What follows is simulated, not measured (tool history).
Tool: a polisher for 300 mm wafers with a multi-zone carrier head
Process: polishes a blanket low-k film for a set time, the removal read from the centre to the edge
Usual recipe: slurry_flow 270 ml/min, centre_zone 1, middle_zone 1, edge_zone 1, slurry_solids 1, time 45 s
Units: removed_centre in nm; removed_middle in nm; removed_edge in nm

run	day	slurry_flow	centre_zone	middle_zone	edge_zone	slurry_solids	time	wafers since the last listed run	wafers polished on this pad	hours since the slurry nozzle was cleaned	hours since the centre zone pressure was calibrated	hours since the edge zone pressure was calibrated	hours since the carrier head's membrane was replaced	incoming thickness of the incoming film, nm	removed_centre	removed_middle	removed_edge
1	0	270	1	1	1	1	45	0	488	507.5	446.7	743.4	1144.9	604.5	17.5	17.7	17.9
# day 0.517: slurry nozzle cleaned
2	3.254	270	1	1	1	1	45	528	1016	65.7	524.8	821.5	1223	602.6	17.8	18.1	18.2
3	6.412	270	1	1	1	1	45	519	1536	141.5	600.6	897.3	1298.8	595	17.9	18.2	18
# day 9.871: worn pad replaced by a new one
4	10.279	270	1	1	0.95	1	45	608	66	234.3	693.4	990.1	1391.6	606.1	17.8	18	17.5
5	13.579	270	1	1	0.95	1	45	542	609	313.5	772.6	1069.3	1470.8	599.6	17.5	17.8	17.5
6	15.683	245	1	1	1	1	45	345	955	364	823.1	1119.8	1521.3	601.7	17.5	17.5	17.6
7	17.842	245	1	1	1	1	45	354	1310	415.8	874.9	1171.6	1573.1	607	17.5	17.5	17.3
8	20.229	270	1	1	1	1	35	392	1702	473.1	932.2	1228.9	1630.4	593.7	13.2	13.8	13.9
# day 21.533: slurry nozzle cleaned
# day 22.1: worn pad replaced by a new one
# day 22.921: centre zone pressure recalibrated
# day 23.038: edge zone pressure recalibrated
9	23.575	270	1	1	1	1	35	488	215	49	15.7	12.9	1710.7	602.3	13.1	13.2	13.4
10	28.038	270	1	1	1	1	45	733	948	156.1	122.8	120	1817.8	605.9	15.8	16.1	16.8
# day 29.117: slurry nozzle cleaned, repeated, since the last time left the tool worse
11	30.496	270	1	1	1	0.9	55	397	1346	33.1	181.8	179	1876.8	593.4	20.9	21.6	21.7
12	34.438	270	1	1	1	1	45	648	1994	127.7	276.4	273.6	1971.4	602.8	18.5	18.1	18.2
# day 35.171: worn pad replaced by a new one
13	37.667	270	1.09	1	1	1	45	503	410	205.2	353.9	351.1	2048.9	601.8	19.1	18	18.2
# day 39.225: carrier head's membrane replaced by a new one
14	40.512	270	1	1	0.96	1	53	433	844	273.5	422.2	419.4	30.9	588.4	20.6	21	20.8
15	42.771	270	1.08	1	1.03	1	45	371	1215	327.7	476.4	473.6	85.1	605.8	18.7	18	18.2
# day 45.038: worn pad replaced by a new one
16	46.9	270	0.92	0.95	1	1	45	651	306	426.8	575.5	572.7	184.2	595.1	16.1	17.2	18
# day 50.312: slurry nozzle cleaned
17	51.004	205	1	0.93	1	1	58	667	974	16.6	674	671.2	282.7	593.6	22.5	21.6	23
18	55.417	270	1	1.07	0.91	1	59	725	1699	122.5	779.9	777.1	388.6	608.4	23.6	25.2	22.6
# day 56.129: worn pad replaced by a new one
19	56.946	245	1	1	1	1	45	224	134	159.2	816.6	813.8	425.3	590.9	18.1	17.9	17.9

Below are 3 alternative next runs, each starting from the tool's condition after run 19. Predict each:
A	56.962	270	1	1	1	1	45	2	137	159.6	817	814.2	425.7	591.5	?	?	?
B	56.962	270	1	1	1	1.25	45	2	137	159.6	817	814.2	425.7	591.5	?	?	?
C	56.962	330	1	1	1	1	45	2	137	159.6	817	814.2	425.7	591.5	?	?	?

run	removed_centre	removed_middle	removed_edge
A	17.8	18.1	18.2
B	19.3	19.6	19.7
C	18.3	18.6	18.6
Stripped of hidden state, with their random variation kept, the same runs would have yielded:
run	removed_centre	removed_middle	removed_edge
A	18.2	18.5	18.5
B	19.7	20	20
C	18.7	18.9	18.8
